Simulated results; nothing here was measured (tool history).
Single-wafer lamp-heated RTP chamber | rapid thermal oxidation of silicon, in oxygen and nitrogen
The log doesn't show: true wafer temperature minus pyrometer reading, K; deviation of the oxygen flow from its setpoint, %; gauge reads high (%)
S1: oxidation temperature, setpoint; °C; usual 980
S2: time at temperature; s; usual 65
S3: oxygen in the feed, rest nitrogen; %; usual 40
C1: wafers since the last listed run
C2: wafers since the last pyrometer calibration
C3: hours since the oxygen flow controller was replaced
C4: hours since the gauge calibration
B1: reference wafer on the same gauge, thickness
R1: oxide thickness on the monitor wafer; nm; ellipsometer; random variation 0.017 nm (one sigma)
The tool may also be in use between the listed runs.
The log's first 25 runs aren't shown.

{"run": 26, "hour": 1884.7, "S1": 956, "S2": 84, "S3": 17, "C1": 796, "C2": 3787, "C3": 726.9, "C4": 134.1, "B1": 3.257, "R1": 3.068}
{"run": 27, "hour": 1973.8, "S1": 980, "S2": 65, "S3": 40, "C1": 856, "C2": 4643, "C3": 816, "C4": 223.2, "B1": 3.261, "R1": 4.039}
{"run": 28, "hour": 2055.2, "S1": 989, "S2": 38, "S3": 53, "C1": 782, "C2": 5426, "C3": 897.4, "C4": 304.6, "B1": 3.259, "R1": 3.795}
{"hour": 2091.3, "done": "pyrometer window cleaned and pyrometer calibrated"}
{"run": 29, "hour": 2095.5, "S1": 980, "S2": 65, "S3": 40, "C1": 310, "C2": 40, "C3": 937.7, "C4": 344.9, "B1": 3.258, "R1": 3.968}
{"run": 30, "hour": 2171.6, "S1": 980, "S2": 65, "S3": 40, "C1": 731, "C2": 772, "C3": 1013.8, "C4": 421, "B1": 3.261, "R1": 3.979}
{"run": 31, "hour": 2268.3, "S1": 980, "S2": 65, "S3": 40, "C1": 929, "C2": 1702, "C3": 1110.5, "C4": 517.7, "B1": 3.254, "R1": 3.965}
{"run": 32, "hour": 2374.8, "S1": 953, "S2": 45, "S3": 62, "C1": 1023, "C2": 2726, "C3": 1217, "C4": 624.2, "B1": 3.264, "R1": 3.334}
{"run": 33, "hour": 2430.7, "S1": 972, "S2": 84, "S3": 63, "C1": 537, "C2": 3263, "C3": 1272.9, "C4": 680.1, "B1": 3.263, "R1": 4.818}
{"run": 34, "hour": 2494.0, "S1": 953, "S2": 34, "S3": 62, "C1": 608, "C2": 3872, "C3": 1336.2, "C4": 743.4, "B1": 3.258, "R1": 3.049}
{"run": 35, "hour": 2534.9, "S1": 996, "S2": 65, "S3": 48, "C1": 393, "C2": 4265, "C3": 1377.1, "C4": 784.3, "B1": 3.258, "R1": 4.726}
{"run": 36, "hour": 2572.9, "S1": 994, "S2": 75, "S3": 40, "C1": 365, "C2": 4630, "C3": 1415.1, "C4": 822.3, "B1": 3.254, "R1": 4.707}
{"run": 37, "hour": 2619.9, "S1": 980, "S2": 65, "S3": 17, "C1": 451, "C2": 5082, "C3": 1462.1, "C4": 869.3, "B1": 3.256, "R1": 3.235}
{"run": 38, "hour": 2660.1, "S1": 958, "S2": 65, "S3": 40, "C1": 386, "C2": 5469, "C3": 1502.3, "C4": 909.5, "B1": 3.264, "R1": 3.546}

Forecast each of these 4 alternatives for the next run:
{"run": "A", "hour": 2660.5, "S1": 960, "S2": 65, "S3": 40, "C1": 3, "C2": 5473, "C3": 1502.7, "C4": 909.9, "B1": "?", "R1": "?"}
{"run": "B", "hour": 2660.5, "S1": 969, "S2": 74, "S3": 54, "C1": 3, "C2": 5473, "C3": 1502.7, "C4": 909.9, "B1": "?", "R1": "?"}
{"run": "C", "hour": 2660.5, "S1": 963, "S2": 65, "S3": 40, "C1": 3, "C2": 5473, "C3": 1502.7, "C4": 909.9, "B1": "?", "R1": "?"}
{"run": "D", "hour": 2660.5, "S1": 980, "S2": 56, "S3": 40, "C1": 3, "C2": 5473, "C3": 1502.7, "C4": 909.9, "B1": "?", "R1": "?"}

run=A B1=3.261 R1=3.571
run=B B1=3.261 R1=4.35
run=C B1=3.261 R1=3.637
run=D B1=3.261 R1=3.824
Without the tool's hidden state the same runs would have given:
run=A R1=3.466
run=B R1=4.203
run=C R1=3.528
run=D R1=3.706
